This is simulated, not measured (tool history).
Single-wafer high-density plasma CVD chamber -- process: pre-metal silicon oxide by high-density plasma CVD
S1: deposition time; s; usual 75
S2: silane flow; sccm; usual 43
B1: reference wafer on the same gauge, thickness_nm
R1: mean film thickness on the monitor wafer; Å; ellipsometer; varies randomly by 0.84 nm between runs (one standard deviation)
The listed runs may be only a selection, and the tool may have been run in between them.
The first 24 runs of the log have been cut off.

run 25 day=81.288 | S1=75 S2=43 | B1=316.017 | R1=3148.8
run 26 day=84.071 | S1=88.1 S2=49 | B1=315.933 | R1=4039.21
-- day=85.7 gauge calibrated
-- day=91.729 silane flow controller replaced
run 27 day=96.058 | S1=79 S2=35 | B1=315.997 | R1=2998.27
run 28 day=97.833 | S1=75 S2=47 | B1=316.375 | R1=3424
run 29 day=101.954 | S1=84.7 S2=47 | B1=315.825 | R1=3877.76
run 30 day=104.833 | S1=70.7 S2=38 | B1=316.094 | R1=2817.34
run 31 day=106.775 | S1=75 S2=43 | B1=316.155 | R1=3239.72
run 32 day=108.65 | S1=75 S2=49 | B1=316.107 | R1=3517.38
run 33 day=111.892 | S1=66.4 S2=46 | B1=316.155 | R1=2985.54
run 34 day=114.833 | S1=61.2 S2=50 | B1=316.101 | R1=2904.92
run 35 day=117.204 | S1=61.4 S2=43 | B1=316.056 | R1=2632.91
run 36 day=121.588 | S1=67.3 S2=38 | B1=315.911 | R1=2669.32
run 37 day=124.338 | S1=82.2 S2=38 | B1=315.692 | R1=3253.27

Branching from run 37: 3 alternative next runs. What would each branch give?
run A day=124.354 | S1=62.5 S2=43 | B1=? | R1=?
run B day=124.354 | S1=83.5 S2=50 | B1=? | R1=?
run C day=124.354 | S1=75 S2=51 | B1=? | R1=?

run=A B1=315.86 R1=2697.67
run=B B1=315.86 R1=3985.02
run=C B1=315.86 R1=3628.24
With no hidden state in the tool, these same runs would have given:
run=A R1=2711.09
run=B R1=4004.85
run=C R1=3646.29
